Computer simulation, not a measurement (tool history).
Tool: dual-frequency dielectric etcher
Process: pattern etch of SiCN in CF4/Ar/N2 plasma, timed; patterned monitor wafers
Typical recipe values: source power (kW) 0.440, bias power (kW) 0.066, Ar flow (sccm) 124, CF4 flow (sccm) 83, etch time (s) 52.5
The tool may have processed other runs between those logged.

run	hour	source power (kW)	bias power (kW)	Ar flow (sccm)	CF4 flow (sccm)	etch time (s)	wafers since the last listed run	hours since the last wet clean	hours since the last source power generator calibration	hours since the last bias power generator calibration	hours since the last Ar flow controller change	hours since the last CF4 flow controller change	hours since the last upper electrode change	hours since the gauge calibration	read-back reference wafer on the same gauge, depth_nm	mean etch depth across the wafer (nm)
1	0.0	0.540	0.074	124	88	59.0	0	460.4	3196.5	700.2	3379.8	571.4	675.0	49.3	42.48	51.51
2	28.8	0.520	0.056	114	98	52.5	441	489.2	3225.3	729.0	3408.6	600.2	703.8	78.1	42.49	43.07
# hour 61.9: Ar flow controller replaced
# hour 78.8: wet clean of the chamber
3	79.3	0.500	0.066	124	83	52.5	423	0.5	3275.8	779.5	17.4	650.7	754.3	128.6	42.47	41.27
4	124.2	0.440	0.071	124	83	42.0	687	45.4	3320.7	824.4	62.3	695.6	799.2	173.5	42.44	29.05
5	158.0	0.520	0.051	98	63	52.5	517	79.2	3354.5	858.2	96.1	729.4	833.0	207.3	42.49	39.40
6	216.7	0.440	0.066	135	83	45.0	899	137.9	3413.2	916.9	154.8	788.1	891.7	266.0	42.42	30.16
# hour 266.9: source power generator calibrated
7	284.6	0.440	0.066	124	83	52.5	979	205.8	17.7	984.8	222.7	856.0	959.6	333.9	42.53	37.29
8	334.2	0.330	0.054	124	83	52.5	759	255.4	67.3	1034.4	272.3	905.6	1009.2	383.5	42.40	26.05
9	360.2	0.530	0.066	142	78	57.0	398	281.4	93.3	1060.4	298.3	931.6	1035.2	409.5	42.49	47.26
10	497.7	0.440	0.066	146	83	52.5	2106	418.9	230.8	1197.9	435.8	1069.1	1172.7	547.0	42.51	36.05
11	567.0	0.340	0.054	124	66	52.5	1061	488.2	300.1	1267.2	505.1	1138.4	1242.0	616.3	42.58	25.75
12	595.5	0.380	0.066	109	83	52.5	436	516.7	328.6	1295.7	533.6	1166.9	1270.5	644.8	42.43	32.46
13	650.5	0.530	0.066	124	83	52.5	842	571.7	383.6	1350.7	588.6	1221.9	1325.5	699.8	42.38	45.22
# hour 680.9: wet clean of the chamber
14	683.4	0.440	0.066	124	83	52.5	136	2.5	416.5	1383.6	621.5	1254.8	1358.4	732.7	42.56	37.18
15	716.1	0.330	0.066	124	101	59.5	501	35.2	449.2	1416.3	654.2	1287.5	1391.1	765.4	42.46	31.89
16	764.4	0.440	0.066	100	96	52.5	740	83.5	497.5	1464.6	702.5	1335.8	1439.4	813.7	42.51	40.29
17	800.1	0.440	0.076	134	76	52.5	546	119.2	533.2	1500.3	738.2	1371.5	1475.1	849.4	42.54	37.14
18	846.2	0.440	0.066	124	83	52.5	706	165.3	579.3	1546.4	784.3	1417.6	1521.2	895.5	42.49	37.12
19	904.1	0.440	0.066	124	64	52.5	887	223.2	637.2	1604.3	842.2	1475.5	1579.1	953.4	42.48	35.04
20	971.3	0.400	0.066	113	83	46.5	1029	290.4	704.4	1671.5	909.4	1542.7	1646.3	1020.6	42.55	30.15

For each entry between runs, how does the tool's hidden state at the last listed run before it compare with that at the first listed run after it?
From run 2 to run 3: Ar flow controller replaced (hour 61.9); wet clean of the chamber (hour 78.8)
  source power that arrives over what is set, %: -4.37 -> -4.44
  measured less the result without the state, mean etch depth across the wafer (nm): -2.12 -> -2.05
From run 6 to run 7: source power generator calibrated (hour 266.9)
  source power that arrives over what is set, %: -4.65 -> -0.248
  measured less the result without the state, mean etch depth across the wafer (nm): -1.56 -> -0.10
From run 13 to run 14: wet clean of the chamber (hour 680.9)
  source power that arrives over what is set, %: -0.794 -> -0.843
  measured less the result without the state, mean etch depth across the wafer (nm): -0.38 -> -0.33
